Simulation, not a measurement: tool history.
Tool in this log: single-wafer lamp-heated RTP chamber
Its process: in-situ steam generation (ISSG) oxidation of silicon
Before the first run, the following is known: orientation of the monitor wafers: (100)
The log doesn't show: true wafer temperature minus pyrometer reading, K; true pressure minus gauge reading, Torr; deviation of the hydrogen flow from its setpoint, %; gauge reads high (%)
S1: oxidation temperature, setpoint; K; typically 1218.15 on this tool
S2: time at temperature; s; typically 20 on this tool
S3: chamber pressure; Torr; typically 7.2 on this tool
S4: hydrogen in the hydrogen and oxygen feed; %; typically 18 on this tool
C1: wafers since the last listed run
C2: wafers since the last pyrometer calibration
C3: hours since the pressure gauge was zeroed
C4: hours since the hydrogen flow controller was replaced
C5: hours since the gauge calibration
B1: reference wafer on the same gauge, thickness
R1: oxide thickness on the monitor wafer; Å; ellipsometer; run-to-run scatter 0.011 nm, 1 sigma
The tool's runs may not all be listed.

| run | hour | S1 | S2 | S3 | S4 | C1 | C2 | C3 | C4 | C5 | B1 | R1 |
|---|---|---|---|---|---|---|---|---|---|---|---|---|
| 1 | 0.0 | 1224.15 | 20 | 7.2 | 23 | 0 | 940 | 2083.2 | 2845.9 | 4.6 | 4.382 | 48.07 |
| 2 | 34.2 | 1224.15 | 20 | 7.2 | 23 | 480 | 1420 | 2117.4 | 2880.1 | 38.8 | 4.379 | 48.19 |
| 3 | 68.5 | 1218.15 | 20 | 8.2 | 18 | 481 | 1902 | 2151.7 | 2914.4 | 73.1 | 4.378 | 44.96 |
| 4 | 82.6 | 1218.15 | 20 | 8.2 | 18 | 198 | 2100 | 2165.8 | 2928.5 | 87.2 | 4.381 | 44.82 |
|  | 105.0 | hydrogen flow controller replaced |
| 5 | 109.6 | 1218.15 | 20 | 8.2 | 18 | 266 | 2367 | 2192.8 | 4.6 | 114.2 | 4.380 | 44.90 |
| 6 | 130.3 | 1218.15 | 20 | 7.2 | 18 | 290 | 2658 | 2213.5 | 25.3 | 134.9 | 4.380 | 44.99 |
|  | 148.2 | pressure gauge zeroed |
| 7 | 164.6 | 1235.15 | 16 | 6.9 | 11 | 369 | 3028 | 16.4 | 59.6 | 169.2 | 4.381 | 38.51 |
| 8 | 180.0 | 1218.15 | 20 | 6.9 | 22 | 216 | 3244 | 31.8 | 75.0 | 184.6 | 4.377 | 47.12 |
| 9 | 194.9 | 1218.15 | 17 | 8.2 | 18 | 209 | 3453 | 46.7 | 89.9 | 199.5 | 4.381 | 42.56 |
|  | 209.2 | pyrometer window cleaned and pyrometer calibrated |
| 10 | 230.1 | 1218.15 | 20 | 7.2 | 18 | 382 | 294 | 81.9 | 125.1 | 234.7 | 4.380 | 44.52 |
| 11 | 246.4 | 1218.15 | 20 | 7.2 | 18 | 229 | 523 | 98.2 | 141.4 | 251.0 | 4.382 | 44.73 |
| 12 | 261.3 | 1218.15 | 20 | 7.2 | 18 | 209 | 732 | 113.1 | 156.3 | 265.9 | 4.380 | 44.56 |
| 13 | 285.9 | 1218.15 | 20 | 7.2 | 12 | 345 | 1078 | 137.7 | 180.9 | 290.5 | 4.380 | 40.90 |
| 14 | 335.5 | 1233.15 | 16 | 6.9 | 12 | 696 | 1775 | 187.3 | 230.5 | 340.1 | 4.379 | 38.70 |
| 15 | 365.2 | 1236.15 | 20 | 7.2 | 18 | 417 | 2192 | 217.0 | 260.2 | 369.8 | 4.380 | 47.54 |
| 16 | 435.9 | 1218.15 | 20 | 6.9 | 11 | 993 | 3185 | 287.7 | 330.9 | 440.5 | 4.380 | 40.38 |
|  | 468.0 | pyrometer window cleaned and pyrometer calibrated |
| 17 | 470.5 | 1218.15 | 20 | 7.2 | 18 | 373 | 35 | 322.3 | 365.5 | 475.1 | 4.376 | 44.36 |
| 18 | 504.5 | 1224.15 | 20 | 7.2 | 23 | 477 | 512 | 356.3 | 399.5 | 509.1 | 4.379 | 48.10 |
| 19 | 523.1 | 1200.15 | 28 | 6.9 | 11 | 261 | 774 | 374.9 | 418.1 | 527.7 | 4.379 | 43.76 |
| 20 | 590.0 | 1231.15 | 14 | 7.2 | 28 | 939 | 1714 | 441.8 | 485.0 | 594.6 | 4.377 | 45.11 |
| 21 | 613.8 | 1218.15 | 20 | 7.2 | 15 | 334 | 2048 | 465.6 | 508.8 | 618.4 | 4.381 | 42.93 |
| 22 | 636.7 | 1218.15 | 14 | 7.6 | 18 | 321 | 2370 | 488.5 | 531.7 | 641.3 | 4.380 | 39.28 |
|  | 651.8 | gauge calibrated |
| 23 | 666.5 | 1234.15 | 20 | 6.9 | 18 | 418 | 2788 | 518.3 | 561.5 | 14.7 | 4.382 | 47.02 |
| 24 | 695.7 | 1210.15 | 20 | 7.2 | 18 | 410 | 3199 | 547.5 | 590.7 | 43.9 | 4.382 | 43.92 |
|  | 713.5 | pyrometer window cleaned and pyrometer calibrated |
| 25 | 714.0 | 1201.15 | 15 | 6.9 | 18 | 144 | 6 | 565.8 | 609.0 | 62.2 | 4.382 | 37.97 |
| 26 | 730.4 | 1209.15 | 20 | 7.2 | 18 | 230 | 237 | 582.2 | 625.4 | 78.6 | 4.384 | 43.29 |
| 27 | 758.7 | 1228.15 | 24 | 7.2 | 18 | 397 | 634 | 610.5 | 653.7 | 106.9 | 4.377 | 49.50 |
| 28 | 787.7 | 1218.15 | 22 | 7.2 | 26 | 407 | 1042 | 639.5 | 682.7 | 135.9 | 4.382 | 50.93 |
| 29 | 812.1 | 1218.15 | 20 | 7.2 | 18 | 342 | 1385 | 663.9 | 707.1 | 160.3 | 4.381 | 44.69 |
| 30 | 834.4 | 1218.15 | 20 | 7.2 | 18 | 313 | 1698 | 686.2 | 729.4 | 182.6 | 4.378 | 44.51 |

Give the tool's hidden conditions for every run:
true pressure minus gauge reading, Torr: 0 on each run
deviation of the hydrogen flow from its setpoint, %: 0 on each run
gauge reads high (%): 0 on each run
H1: true wafer temperature minus pyrometer reading, K
| run | H1 |
|---|---|
| 1 | 1.74 |
| 2 | 2.55 |
| 3 | 3.37 |
| 4 | 3.7 |
| 5 | 4.34 |
| 6 | 4.84 |
| 7 | 5.65 |
| 8 | 6.02 |
| 9 | 6.37 |
| 10 | 0.874 |
| 11 | 1.26 |
| 12 | 1.61 |
| 13 | 2.2 |
| 14 | 3.38 |
| 15 | 4.08 |
| 16 | 5.76 |
| 17 | 0.58 |
| 18 | 1.39 |
| 19 | 1.83 |
| 20 | 3.42 |
| 21 | 3.98 |
| 22 | 4.53 |
| 23 | 5.23 |
| 24 | 5.93 |
| 25 | 0.223 |
| 26 | 0.612 |
| 27 | 1.28 |
| 28 | 1.97 |
| 29 | 2.55 |
| 30 | 3.08 |

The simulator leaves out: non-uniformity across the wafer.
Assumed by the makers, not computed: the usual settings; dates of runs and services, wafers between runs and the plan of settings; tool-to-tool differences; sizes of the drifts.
